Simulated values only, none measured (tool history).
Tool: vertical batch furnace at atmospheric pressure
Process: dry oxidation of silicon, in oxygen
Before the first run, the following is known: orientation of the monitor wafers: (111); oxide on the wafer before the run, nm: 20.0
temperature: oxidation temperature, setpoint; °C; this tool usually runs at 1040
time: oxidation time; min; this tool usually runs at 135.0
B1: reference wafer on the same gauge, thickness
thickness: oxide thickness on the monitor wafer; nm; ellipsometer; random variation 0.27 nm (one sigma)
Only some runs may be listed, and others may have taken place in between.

run 1 day=0.000 | temperature=1040 time=135.0 | B1=126.99 | thickness=157.86
run 2 day=2.671 | temperature=1040 time=135.0 | B1=126.98 | thickness=157.33
-- day=6.562 boat lift adjusted
run 3 day=6.583 | temperature=1040 time=135.0 | B1=127.05 | thickness=157.82
run 4 day=7.179 | temperature=1040 time=135.0 | B1=126.99 | thickness=158.63
run 5 day=7.758 | temperature=1040 time=135.0 | B1=126.95 | thickness=158.24
run 6 day=8.708 | temperature=1040 time=135.0 | B1=126.97 | thickness=158.39
run 7 day=10.062 | temperature=1040 time=135.0 | B1=127.03 | thickness=157.74
run 8 day=11.342 | temperature=1040 time=135.0 | B1=126.95 | thickness=157.86
run 9 day=12.525 | temperature=1040 time=135.0 | B1=126.95 | thickness=158.16
run 10 day=13.608 | temperature=1040 time=109.5 | B1=126.99 | thickness=140.08
run 11 day=14.192 | temperature=1040 time=109.5 | B1=127.05 | thickness=139.76
run 12 day=15.425 | temperature=1030 time=135.0 | B1=127.01 | thickness=150.08
run 13 day=16.900 | temperature=1021 time=135.0 | B1=127.15 | thickness=143.12
run 14 day=18.112 | temperature=1040 time=135.0 | B1=126.99 | thickness=158.12
run 15 day=19.083 | temperature=1065 time=183.5 | B1=127.01 | thickness=216.78
run 16 day=20.167 | temperature=1040 time=135.0 | B1=127.08 | thickness=159.22
run 17 day=21.588 | temperature=1052 time=135.0 | B1=126.96 | thickness=169.61
-- day=22.712 gauge calibrated
run 18 day=25.325 | temperature=1063 time=135.0 | B1=126.96 | thickness=179.86
run 19 day=26.783 | temperature=1040 time=190.0 | B1=127.06 | thickness=193.95
-- day=27.850 thermocouples replaced and temperature profile calibrated
run 20 day=27.871 | temperature=1026 time=160.0 | B1=126.89 | thickness=157.40
run 21 day=28.246 | temperature=1061 time=159.0 | B1=127.09 | thickness=189.18
run 22 day=28.817 | temperature=1040 time=68.5 | B1=126.97 | thickness=103.27
run 23 day=29.538 | temperature=1059 time=91.0 | B1=126.88 | thickness=135.51
run 24 day=30.908 | temperature=1058 time=102.5 | B1=126.97 | thickness=144.02
run 25 day=31.442 | temperature=1040 time=135.0 | B1=126.93 | thickness=154.17
run 26 day=32.225 | temperature=1040 time=135.0 | B1=127.02 | thickness=153.81
run 27 day=32.904 | temperature=1032 time=173.0 | B1=127.05 | thickness=170.38
run 28 day=34.267 | temperature=1059 time=91.0 | B1=127.01 | thickness=135.27
run 29 day=35.442 | temperature=1017 time=135.0 | B1=127.03 | thickness=134.83
run 30 day=36.388 | temperature=1040 time=135.0 | B1=127.05 | thickness=153.65
run 31 day=37.471 | temperature=1053 time=135.0 | B1=126.98 | thickness=164.55
run 32 day=38.708 | temperature=1021 time=135.0 | B1=127.00 | thickness=138.57
run 33 day=39.379 | temperature=1023 time=164.5 | B1=126.87 | thickness=157.32
run 34 day=40.258 | temperature=1040 time=99.5 | B1=126.90 | thickness=128.81
run 35 day=41.171 | temperature=1040 time=135.0 | B1=127.04 | thickness=153.86
run 36 day=42.004 | temperature=1032 time=108.0 | B1=126.96 | thickness=129.24
run 37 day=43.429 | temperature=1030 time=163.5 | B1=126.95 | thickness=162.12
run 38 day=44.758 | temperature=1023 time=135.0 | B1=126.99 | thickness=140.05

Consider 5 possible next runs. They are alternatives, not a sequence: every one starts from the tool as it was left by run 38. What does each give?
run A day=44.975 | temperature=1040 time=165.0 | B1=? | thickness=?
run B day=44.975 | temperature=1048 time=135.0 | B1=? | thickness=?
run C day=44.975 | temperature=1040 time=175.5 | B1=? | thickness=?
run D day=44.975 | temperature=1025 time=98.5 | B1=? | thickness=?
run E day=44.975 | temperature=1063 time=170.5 | B1=? | thickness=?

run=A B1=126.92 thickness=173.19
run=B B1=126.92 thickness=160.86
run=C B1=126.92 thickness=179.49
run=D B1=126.92 thickness=118.10
run=E B1=126.92 thickness=199.56
Stripped of hidden state, with their random variation kept, the same runs would have yielded:
run=A thickness=172.91
run=B thickness=160.61
run=C thickness=179.20
run=D thickness=117.90
run=E thickness=199.23
